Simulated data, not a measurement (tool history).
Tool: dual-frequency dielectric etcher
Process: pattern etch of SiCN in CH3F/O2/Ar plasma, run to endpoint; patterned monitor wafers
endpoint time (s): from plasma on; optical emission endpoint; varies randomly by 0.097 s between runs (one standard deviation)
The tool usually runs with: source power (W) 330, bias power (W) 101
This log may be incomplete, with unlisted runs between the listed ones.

run,hour,source power (W),bias power (W),"incoming incoming film thickness, nm",endpoint time (s)
1,0,330,101,12.66,32.7
# hour 30.1: wet clean of the chamber
2,30.6,330,101,12.69,32.2
3,54.1,330,101,12.75,32.4
4,90,330,101,12.71,32.4
5,119.1,330,101,12.68,32.3
6,167.5,330,101,12.68,32.5
7,273.9,360,117,12.78,30.2
8,325.2,360,117,12.77,30.3
9,352.3,360,117,12.64,30
# hour 390.1: wet clean of the chamber
10,390.6,310,101,12.59,32.8
11,428.7,330,101,12.7,32.1
# hour 447.5: source power generator calibrated
# hour 451.2: bias power generator calibrated
# hour 497.7: upper electrode replaced
12,498.2,390,101,12.57,29.9
13,541.6,330,101,12.65,32.1
14,586.8,300,86,12.86,35.9
15,624.2,250,86,12.78,38.8
16,674.3,360,117,12.69,30.1
# hour 733.2: wet clean of the chamber
17,733.7,310,109,12.65,32
18,777.1,330,101,12.65,32
19,846,380,90,12.77,31.7
20,913.5,300,77,12.7,36.5
21,985.4,330,91,12.65,33.5
22,1017.3,400,116,12.68,28.9

Pick out some run-to-run changes in endpoint time (s). Of each, how much would a tool without hidden state show as well, from the settings, what came in and chance, and how much is left for the hidden state and any gauge scatter not in both results compared?
Hidden conditions of the tool in this case: etch rate over this chamber's usual, %; source power that arrives over what is set, %; bias power that arrives over what is set, %.
Run 9 -> 10: source power (W) 360 -> 310, bias power (W) 117 -> 101, wet clean of the chamber. endpoint time (s) +2.8: hidden state -0.4, all else +3.2.
Run 15 -> 16: source power (W) 250 -> 360, bias power (W) 86 -> 117. endpoint time (s) -8.7: hidden state +0, all else -8.7.
Run 16 -> 17: source power (W) 360 -> 310, bias power (W) 117 -> 109, wet clean of the chamber. endpoint time (s) +1.9: hidden state -0.4, all else +2.3.
Run 19 -> 20: source power (W) 380 -> 300, bias power (W) 90 -> 77. endpoint time (s) +4.8: hidden state +0.1, all else +4.7.
